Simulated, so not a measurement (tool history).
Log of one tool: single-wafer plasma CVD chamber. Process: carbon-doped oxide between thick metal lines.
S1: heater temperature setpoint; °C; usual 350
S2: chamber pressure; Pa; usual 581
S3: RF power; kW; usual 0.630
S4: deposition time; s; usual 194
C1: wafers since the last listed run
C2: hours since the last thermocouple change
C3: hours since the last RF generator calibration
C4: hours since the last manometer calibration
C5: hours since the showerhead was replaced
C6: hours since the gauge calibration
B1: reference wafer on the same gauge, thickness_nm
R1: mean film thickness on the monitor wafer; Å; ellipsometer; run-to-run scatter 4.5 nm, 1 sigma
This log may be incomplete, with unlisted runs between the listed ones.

run	hour	S1	S2	S3	S4	C1	C2	C3	C4	C5	C6	B1	R1
1	0.0	350	581	0.630	175	0	1744.7	1460.9	2610.0	3189.4	351.9	909.907	10138.39
2	15.5	350	581	0.630	194	100	1760.2	1476.4	2625.5	3204.9	367.4	909.346	11334.97
3	47.9	350	581	0.630	194	210	1792.6	1508.8	2657.9	3237.3	399.8	910.160	11273.55
4	82.6	350	581	0.630	194	224	1827.3	1543.5	2692.6	3272.0	434.5	909.382	11246.78
5	113.2	350	581	0.630	194	198	1857.9	1574.1	2723.2	3302.6	465.1	909.271	11166.60
6	136.2	350	581	0.630	194	149	1880.9	1597.1	2746.2	3325.6	488.1	909.129	11281.44
7	155.6	350	581	0.630	194	125	1900.3	1616.5	2765.6	3345.0	507.5	908.465	11224.83
8	168.2	350	487	0.630	194	81	1912.9	1629.1	2778.2	3357.6	520.1	910.069	10946.26
9	189.7	350	543	0.630	169	139	1934.4	1650.6	2799.7	3379.1	541.6	910.403	9724.23
# hour 204.8: capacitance manometer re-zeroed and calibrated
10	223.2	350	660	0.630	206	165	1967.9	1684.1	18.4	3412.6	575.1	910.512	12247.58
11	254.2	355	519	0.595	194	200	1998.9	1715.1	49.4	3443.6	606.1	909.844	10346.48
12	285.0	350	660	0.630	206	199	2029.7	1745.9	80.2	3474.4	636.9	908.659	12198.00
13	301.7	350	581	0.630	194	108	2046.4	1762.6	96.9	3491.1	653.6	908.746	11292.66
# hour 311.1: RF generator calibrated
14	333.3	340	487	0.630	194	153	2078.0	22.2	128.5	3522.7	685.2	909.893	11196.99
15	350.9	350	520	0.565	194	114	2095.6	39.8	146.1	3540.3	702.8	911.608	9931.94
16	371.0	338	696	0.630	156	130	2115.7	59.9	166.2	3560.4	722.9	911.597	9724.09
17	413.4	350	581	0.630	194	274	2158.1	102.3	208.6	3602.8	765.3	909.723	11321.65
# hour 433.6: thermocouple changed; heater temperature recalibrated
18	437.5	350	512	0.670	194	104	3.9	126.4	232.7	3626.9	789.4	911.661	11647.83
# hour 477.2: gauge calibrated
# hour 485.8: showerhead replaced
19	487.7	345	717	0.630	164	273	54.1	176.6	282.9	1.9	10.5	909.467	9994.57
20	506.1	350	519	0.630	172	119	72.5	195.0	301.3	20.3	28.9	909.306	9792.74
21	518.9	350	581	0.550	194	82	85.3	207.8	314.1	33.1	41.7	908.057	9832.03
22	552.6	340	581	0.630	166	218	119.0	241.5	347.8	66.8	75.4	909.752	9825.51
23	586.8	360	665	0.735	173	221	153.2	275.7	382.0	101.0	109.6	910.749	11511.69

Expected results for the next run?
24	690.7	350	581	0.515	232	673	257.1	379.6	485.9	204.9	213.5	?	?

{"run 24": {"B1": 909.472, "R1": 10930.86}}
With no hidden state in the tool, this same run would have given R1 10930.86 Å.

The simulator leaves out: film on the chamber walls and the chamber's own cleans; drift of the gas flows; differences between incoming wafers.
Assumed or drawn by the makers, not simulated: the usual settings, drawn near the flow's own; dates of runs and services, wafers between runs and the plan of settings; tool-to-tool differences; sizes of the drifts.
